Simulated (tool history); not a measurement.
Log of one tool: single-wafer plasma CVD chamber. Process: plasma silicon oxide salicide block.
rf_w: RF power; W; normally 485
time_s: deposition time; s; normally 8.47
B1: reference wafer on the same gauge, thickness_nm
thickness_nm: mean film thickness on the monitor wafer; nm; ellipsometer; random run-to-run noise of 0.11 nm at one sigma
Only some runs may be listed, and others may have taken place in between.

{"run": 1, "hour": 0.0, "rf_w": 485, "time_s": 8.47, "B1": 64.92, "thickness_nm": 76.183}
{"run": 2, "hour": 17.6, "rf_w": 455, "time_s": 8.47, "B1": 64.981, "thickness_nm": 75.213}
{"run": 3, "hour": 26.1, "rf_w": 455, "time_s": 8.47, "B1": 64.984, "thickness_nm": 75.114}
{"run": 4, "hour": 36.3, "rf_w": 415, "time_s": 9.24, "B1": 64.995, "thickness_nm": 80.21}
{"run": 5, "hour": 46.6, "rf_w": 415, "time_s": 9.24, "B1": 65.012, "thickness_nm": 80.467}
{"run": 6, "hour": 58.9, "rf_w": 415, "time_s": 9.24, "B1": 65.02, "thickness_nm": 80.376}
{"run": 7, "hour": 69.8, "rf_w": 485, "time_s": 8.47, "B1": 65.041, "thickness_nm": 76.404}
{"run": 8, "hour": 87.7, "rf_w": 485, "time_s": 8.47, "B1": 65.081, "thickness_nm": 76.173}
{"run": 9, "hour": 98.6, "rf_w": 485, "time_s": 8.47, "B1": 65.079, "thickness_nm": 76.376}
{"run": 10, "hour": 107.2, "rf_w": 485, "time_s": 8.47, "B1": 65.08, "thickness_nm": 76.061}
{"run": 11, "hour": 120.1, "rf_w": 485, "time_s": 8.47, "B1": 65.105, "thickness_nm": 76.279}
{"run": 12, "hour": 131.9, "rf_w": 485, "time_s": 8.47, "B1": 65.093, "thickness_nm": 76.334}
{"hour": 142.6, "done": "showerhead replaced"}
{"run": 13, "hour": 143.1, "rf_w": 485, "time_s": 8.47, "B1": 65.113, "thickness_nm": 76.406}
{"run": 14, "hour": 152.3, "rf_w": 485, "time_s": 9.0, "B1": 65.137, "thickness_nm": 80.992}
{"run": 15, "hour": 160.5, "rf_w": 485, "time_s": 9.0, "B1": 65.139, "thickness_nm": 81.091}
{"run": 16, "hour": 171.2, "rf_w": 485, "time_s": 9.0, "B1": 65.133, "thickness_nm": 80.987}
{"run": 17, "hour": 181.4, "rf_w": 515, "time_s": 7.12, "B1": 65.14, "thickness_nm": 65.005}
{"hour": 200.4, "done": "RF generator calibrated"}
{"run": 18, "hour": 200.9, "rf_w": 570, "time_s": 7.6, "B1": 65.153, "thickness_nm": 70.887}
{"run": 19, "hour": 202.2, "rf_w": 440, "time_s": 9.03, "B1": 65.146, "thickness_nm": 79.778}
{"run": 20, "hour": 212.3, "rf_w": 485, "time_s": 8.47, "B1": 65.175, "thickness_nm": 76.24}
{"hour": 226.6, "done": "gauge calibrated"}
{"run": 21, "hour": 229.7, "rf_w": 485, "time_s": 8.47, "B1": 64.237, "thickness_nm": 75.303}
{"run": 22, "hour": 238.8, "rf_w": 400, "time_s": 9.99, "B1": 64.33, "thickness_nm": 85.488}
{"run": 23, "hour": 254.9, "rf_w": 520, "time_s": 9.6, "B1": 64.435, "thickness_nm": 86.809}
{"run": 24, "hour": 267.0, "rf_w": 485, "time_s": 7.61, "B1": 64.517, "thickness_nm": 67.861}
{"run": 25, "hour": 275.7, "rf_w": 430, "time_s": 8.47, "B1": 64.563, "thickness_nm": 73.599}
{"run": 26, "hour": 291.1, "rf_w": 485, "time_s": 8.47, "B1": 64.616, "thickness_nm": 75.569}
{"run": 27, "hour": 298.1, "rf_w": 540, "time_s": 9.4, "B1": 64.656, "thickness_nm": 86.043}
{"run": 28, "hour": 312.3, "rf_w": 485, "time_s": 9.0, "B1": 64.695, "thickness_nm": 80.616}
{"run": 29, "hour": 326.0, "rf_w": 420, "time_s": 9.02, "B1": 64.794, "thickness_nm": 78.254}
{"run": 30, "hour": 339.1, "rf_w": 545, "time_s": 7.87, "B1": 64.78, "thickness_nm": 72.41}
{"run": 31, "hour": 353.1, "rf_w": 395, "time_s": 6.91, "B1": 64.84, "thickness_nm": 59.317}
{"run": 32, "hour": 362.5, "rf_w": 435, "time_s": 9.18, "B1": 64.857, "thickness_nm": 80.388}
{"run": 33, "hour": 372.0, "rf_w": 410, "time_s": 7.29, "B1": 64.901, "thickness_nm": 63.125}

Consider 3 possible next runs. They are alternatives, not a sequence: every one starts from the tool as it was left by run 33. What does each give?
{"run": "A", "hour": 372.4, "rf_w": 440, "time_s": 8.47, "B1": "?", "thickness_nm": "?"}
{"run": "B", "hour": 372.4, "rf_w": 395, "time_s": 9.29, "B1": "?", "thickness_nm": "?"}
{"run": "C", "hour": 372.4, "rf_w": 435, "time_s": 7.2, "B1": "?", "thickness_nm": "?"}

run=A B1=64.880 thickness_nm=74.207
run=B B1=64.880 thickness_nm=79.606
run=C B1=64.880 thickness_nm=62.930
Without the tool's hidden state the same runs would have given:
run=A thickness_nm=73.405
run=B thickness_nm=78.745
run=C thickness_nm=62.250

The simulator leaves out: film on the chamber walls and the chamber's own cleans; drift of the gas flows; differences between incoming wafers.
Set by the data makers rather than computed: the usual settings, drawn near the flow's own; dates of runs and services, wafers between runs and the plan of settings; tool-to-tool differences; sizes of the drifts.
